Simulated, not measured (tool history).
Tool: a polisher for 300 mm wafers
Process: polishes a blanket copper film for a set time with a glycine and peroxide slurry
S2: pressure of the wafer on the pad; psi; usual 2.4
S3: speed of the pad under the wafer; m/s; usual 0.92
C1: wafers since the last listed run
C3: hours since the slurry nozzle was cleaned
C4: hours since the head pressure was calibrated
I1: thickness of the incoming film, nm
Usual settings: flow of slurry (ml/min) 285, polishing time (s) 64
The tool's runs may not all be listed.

run 1 hour=0.0 | flow_of_slurry_(ml/min)=285 S2=2.4 S3=0.92 polishing_time_(s)=64 | C1=0 wafers_polished_on_this_pad=32 C3=793.8 C4=1219.3 | I1=2066.6 | film_removed_(Å)=3126
run 2 hour=23.1 | flow_of_slurry_(ml/min)=285 S2=2.4 S3=0.92 polishing_time_(s)=64 | C1=292 wafers_polished_on_this_pad=325 C3=816.9 C4=1242.4 | I1=2076.1 | film_removed_(Å)=2855
run 3 hour=58.6 | flow_of_slurry_(ml/min)=285 S2=2.4 S3=0.92 polishing_time_(s)=64 | C1=450 wafers_polished_on_this_pad=775 C3=852.4 C4=1277.9 | I1=2092.3 | film_removed_(Å)=2680
-- hour=70.8 worn pad replaced by a new one
run 4 hour=75.2 | flow_of_slurry_(ml/min)=285 S2=2.4 S3=0.92 polishing_time_(s)=64 | C1=159 wafers_polished_on_this_pad=56 C3=869.0 C4=1294.5 | I1=2075.7 | film_removed_(Å)=3042
run 5 hour=98.9 | flow_of_slurry_(ml/min)=285 S2=2.4 S3=0.92 polishing_time_(s)=64 | C1=300 wafers_polished_on_this_pad=356 C3=892.7 C4=1318.2 | I1=2064.4 | film_removed_(Å)=2790
run 6 hour=127.7 | flow_of_slurry_(ml/min)=285 S2=2.4 S3=0.92 polishing_time_(s)=64 | C1=365 wafers_polished_on_this_pad=722 C3=921.5 C4=1347.0 | I1=2075.0 | film_removed_(Å)=2685
-- hour=146.5 worn pad replaced by a new one
run 7 hour=163.2 | flow_of_slurry_(ml/min)=285 S2=2.4 S3=0.92 polishing_time_(s)=64 | C1=399 wafers_polished_on_this_pad=211 C3=957.0 C4=1382.5 | I1=2038.2 | film_removed_(Å)=2844
-- hour=183.7 slurry nozzle cleaned
run 8 hour=196.1 | flow_of_slurry_(ml/min)=285 S2=2.7 S3=0.92 polishing_time_(s)=64 | C1=404 wafers_polished_on_this_pad=616 C3=12.4 C4=1415.4 | I1=2059.7 | film_removed_(Å)=2824
run 9 hour=208.2 | flow_of_slurry_(ml/min)=340 S2=2.4 S3=1.04 polishing_time_(s)=50 | C1=153 wafers_polished_on_this_pad=769 C3=24.5 C4=1427.5 | I1=2029.8 | film_removed_(Å)=2303
-- hour=214.6 worn pad replaced by a new one
-- hour=226.8 head pressure recalibrated
run 10 hour=239.8 | flow_of_slurry_(ml/min)=215 S2=2.4 S3=1.14 polishing_time_(s)=50 | C1=324 wafers_polished_on_this_pad=293 C3=56.1 C4=13.0 | I1=2108.1 | film_removed_(Å)=2507
run 11 hour=264.5 | flow_of_slurry_(ml/min)=200 S2=1.8 S3=0.74 polishing_time_(s)=70 | C1=313 wafers_polished_on_this_pad=606 C3=80.8 C4=37.7 | I1=2064.8 | film_removed_(Å)=2326
run 12 hour=282.4 | flow_of_slurry_(ml/min)=285 S2=3.1 S3=0.92 polishing_time_(s)=64 | C1=226 wafers_polished_on_this_pad=833 C3=98.7 C4=55.6 | I1=2067.7 | film_removed_(Å)=3157
-- hour=293.5 worn pad replaced by a new one
run 13 hour=316.0 | flow_of_slurry_(ml/min)=340 S2=2.4 S3=1.04 polishing_time_(s)=50 | C1=375 wafers_polished_on_this_pad=285 C3=132.3 C4=89.2 | I1=2063.1 | film_removed_(Å)=2517
run 14 hour=344.2 | flow_of_slurry_(ml/min)=285 S2=2.4 S3=0.92 polishing_time_(s)=74 | C1=357 wafers_polished_on_this_pad=643 C3=160.5 C4=117.4 | I1=2038.1 | film_removed_(Å)=3356
-- hour=364.8 worn pad replaced by a new one
run 15 hour=366.4 | flow_of_slurry_(ml/min)=215 S2=2.4 S3=1.14 polishing_time_(s)=50 | C1=230 wafers_polished_on_this_pad=20 C3=182.7 C4=139.6 | I1=2079.4 | film_removed_(Å)=2744

4 ways to go on from here, each from the tool as it stands after run 15. What would each give?
run A hour=366.8 | flow_of_slurry_(ml/min)=285 S2=1.9 S3=0.92 polishing_time_(s)=64 | C1=5 wafers_polished_on_this_pad=25 C3=183.1 C4=140.0 | I1=2048.5 | film_removed_(Å)=?
run B hour=366.8 | flow_of_slurry_(ml/min)=240 S2=2.1 S3=0.78 polishing_time_(s)=46 | C1=5 wafers_polished_on_this_pad=25 C3=183.1 C4=140.0 | I1=2048.5 | film_removed_(Å)=?
run C hour=366.8 | flow_of_slurry_(ml/min)=285 S2=2.4 S3=0.60 polishing_time_(s)=71 | C1=5 wafers_polished_on_this_pad=25 C3=183.1 C4=140.0 | I1=2048.5 | film_removed_(Å)=?
run D hour=366.8 | flow_of_slurry_(ml/min)=285 S2=2.4 S3=0.66 polishing_time_(s)=44 | C1=5 wafers_polished_on_this_pad=25 C3=183.1 C4=140.0 | I1=2048.5 | film_removed_(Å)=?

run=A film_removed_(Å)=2830
run=B film_removed_(Å)=1894
run=C film_removed_(Å)=2682
run=D film_removed_(Å)=1755
Without the tool's hidden state the same runs would have given:
run=A film_removed_(Å)=2861
run=B film_removed_(Å)=1915
run=C film_removed_(Å)=2711
run=D film_removed_(Å)=1774
